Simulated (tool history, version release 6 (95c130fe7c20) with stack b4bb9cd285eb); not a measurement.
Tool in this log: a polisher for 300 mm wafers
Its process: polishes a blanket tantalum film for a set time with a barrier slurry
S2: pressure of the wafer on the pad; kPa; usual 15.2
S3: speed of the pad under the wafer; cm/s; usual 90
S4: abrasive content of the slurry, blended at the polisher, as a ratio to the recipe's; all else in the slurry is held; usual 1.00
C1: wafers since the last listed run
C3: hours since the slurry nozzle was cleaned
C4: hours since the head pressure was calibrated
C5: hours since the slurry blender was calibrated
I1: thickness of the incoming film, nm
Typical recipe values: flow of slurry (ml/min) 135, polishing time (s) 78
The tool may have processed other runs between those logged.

Run 1, day 0.000: usual settings; C1 0; wafers polished on this pad 170; C3 66.3; C4 338.7; C5 352.0; I1 467.5. Result: film removed (Å) 1321.
Run 2, day 2.900: usual settings; C1 551; wafers polished on this pad 722; C3 135.9; C4 408.3; C5 421.6; I1 470.7. Result: film removed (Å) 1332.
Run 3, day 4.138: usual settings; C1 235; wafers polished on this pad 957; C3 165.6; C4 438.0; C5 451.3; I1 473.0. Result: film removed (Å) 1339.
At day 4.692: slurry blender recalibrated.
Run 4, day 6.408: usual settings; C1 416; wafers polished on this pad 1374; C3 220.1; C4 492.5; C5 41.2; I1 466.0. Result: film removed (Å) 1389.
Run 5, day 7.412: usual settings; C1 191; wafers polished on this pad 1565; C3 244.2; C4 516.6; C5 65.3; I1 472.2. Result: film removed (Å) 1395.
Run 6, day 9.292: usual settings; C1 357; wafers polished on this pad 1923; C3 289.3; C4 561.7; C5 110.4; I1 468.9. Result: film removed (Å) 1387.
Run 7, day 10.533: usual settings; C1 236; wafers polished on this pad 2159; C3 319.1; C4 591.5; C5 140.2; I1 477.6. Result: film removed (Å) 1369.
Run 8, day 11.912: usual settings; C1 262; wafers polished on this pad 2421; C3 352.2; C4 624.6; C5 173.3; I1 470.3. Result: film removed (Å) 1383.
At day 13.417: head pressure recalibrated.
At day 14.129: slurry nozzle cleaned.
Run 9, day 14.388: usual settings but flow of slurry (ml/min) 120, S4 0.80; C1 447; wafers polished on this pad 2869; C3 6.2; C4 23.3; C5 232.7; I1 470.1. Result: film removed (Å) 1269.
Run 10, day 16.092: usual settings but S4 0.85; C1 324; wafers polished on this pad 3193; C3 47.1; C4 64.2; C5 273.6; I1 473.5. Result: film removed (Å) 1309.
Run 11, day 18.004: usual settings but flow of slurry (ml/min) 165, S2 20.0 kPa, S3 58 cm/s, polishing time (s) 58; C1 364; wafers polished on this pad 3557; C3 93.0; C4 110.1; C5 319.5; I1 466.6. Result: film removed (Å) 814.
At day 18.817: worn pad replaced by a new one, of another model than before.
Run 12, day 20.042: usual settings but flow of slurry (ml/min) 120, S4 0.80; C1 356; wafers polished on this pad 233; C3 141.9; C4 159.0; C5 368.4; I1 462.9. Result: film removed (Å) 1268.
Run 13, day 22.133: usual settings but flow of slurry (ml/min) 160; C1 398; wafers polished on this pad 631; C3 192.1; C4 209.2; C5 418.6; I1 467.4. Result: film removed (Å) 1379.
Run 14, day 25.125: usual settings but S4 1.10; C1 569; wafers polished on this pad 1201; C3 263.9; C4 281.0; C5 490.4; I1 462.1. Result: film removed (Å) 1393.
At day 25.696: slurry blender recalibrated.
Run 15, day 27.029: usual settings; C1 346; wafers polished on this pad 1547; C3 309.6; C4 326.7; C5 32.0; I1 469.8. Result: film removed (Å) 1442.
Run 16, day 28.467: usual settings but S3 76 cm/s, S4 0.80; C1 273; wafers polished on this pad 1821; C3 344.1; C4 361.2; C5 66.5; I1 475.8. Result: film removed (Å) 1213.
Run 17, day 30.229: usual settings but flow of slurry (ml/min) 155, S4 0.90; C1 335; wafers polished on this pad 2156; C3 386.4; C4 403.5; C5 108.8; I1 463.5. Result: film removed (Å) 1369.
Run 18, day 31.771: usual settings; C1 293; wafers polished on this pad 2450; C3 423.4; C4 440.5; C5 145.8; I1 469.4. Result: film removed (Å) 1350.
Run 19, day 33.246: usual settings but flow of slurry (ml/min) 100, S2 20.7 kPa, S4 1.25; C1 280; wafers polished on this pad 2730; C3 458.8; C4 475.9; C5 181.2; I1 474.1. Result: film removed (Å) 1834.
At day 34.271: slurry nozzle cleaned.
Run 20, day 35.396: usual settings; C1 401; wafers polished on this pad 3132; C3 27.0; C4 527.5; C5 232.8; I1 471.3. Result: film removed (Å) 1350.
At day 36.967: worn pad replaced by a new one.
Run 21, day 38.462: usual settings but S3 80 cm/s, polishing time (s) 93; C1 551; wafers polished on this pad 284; C3 100.6; C4 601.1; C5 306.4; I1 467.4. Result: film removed (Å) 1469.
Run 22, day 40.088: usual settings but flow of slurry (ml/min) 100, S2 17.2 kPa, S4 1.25; C1 309; wafers polished on this pad 593; C3 139.6; C4 640.1; C5 345.4; I1 469.9. Result: film removed (Å) 1531.
At day 40.775: head pressure recalibrated.
At day 41.929: slurry blender recalibrated.
Run 23, day 46.646: usual settings but S4 1.10; C1 1216; wafers polished on this pad 1810; C3 297.0; C4 140.9; C5 113.2; I1 474.5. Result: film removed (Å) 1371.
Run 24, day 47.712: usual settings; C1 203; wafers polished on this pad 2013; C3 322.6; C4 166.5; C5 138.8; I1 471.1. Result: film removed (Å) 1370.
Run 25, day 50.496: usual settings but S2 10.3 kPa, polishing time (s) 91; C1 529; wafers polished on this pad 2543; C3 389.4; C4 233.3; C5 205.6; I1 468.6. Result: film removed (Å) 1096.
Run 26, day 52.571: usual settings but S4 1.25; C1 394; wafers polished on this pad 2938; C3 439.2; C4 283.1; C5 255.4; I1 478.2. Result: film removed (Å) 1385.
Run 27, day 54.458: usual settings but S3 70 cm/s, S4 0.70; C1 359; wafers polished on this pad 3297; C3 484.5; C4 328.4; C5 300.7; I1 463.9. Result: film removed (Å) 1092.
At day 55.846: slurry nozzle cleaned.
At day 56.125: worn pad replaced by a new one.
At day 58.279: slurry blender recalibrated.
Run 28, day 58.983: usual settings; C1 805; wafers polished on this pad 528; C3 75.3; C4 437.0; C5 16.9; I1 464.5. Result: film removed (Å) 1409.
Run 29, day 61.475: usual settings but flow of slurry (ml/min) 150, S3 60 cm/s, S4 1.25; C1 474; wafers polished on this pad 1002; C3 135.1; C4 496.8; C5 76.7; I1 468.6. Result: film removed (Å) 1095.
Run 30, day 63.633: usual settings; C1 410; wafers polished on this pad 1413; C3 186.9; C4 548.6; C5 128.5; I1 463.3. Result: film removed (Å) 1377.

Give the tool's hidden conditions for every run:
removal rate lost through wear of the pad, %: 0 across all the runs
slurry flow missing at the pad, %: 0 across all the runs
deviation of the head's pressure from its setpoint, %: 0 across all the runs
H1: abrasive missing from the slurry, %
run    H1
  1  37.8
  2  39.1
  3  39.5
  4  15.1
  5  19.2
  6  25.4
  7  28.5
  8  31.4
  9  35.2
 10  37.1
 11  38.7
 12  39.9
 13  40.8
 14  41.7
 15  14.3
 16  20.4
 17  26.1
 18    30
 19    33
 20  36.2
 21  39.2
 22  40.3
 23    26
 24  28.7
 25    34
 26  36.6
 27  38.4
 28  7.33
 29  18.1
 30  24.5

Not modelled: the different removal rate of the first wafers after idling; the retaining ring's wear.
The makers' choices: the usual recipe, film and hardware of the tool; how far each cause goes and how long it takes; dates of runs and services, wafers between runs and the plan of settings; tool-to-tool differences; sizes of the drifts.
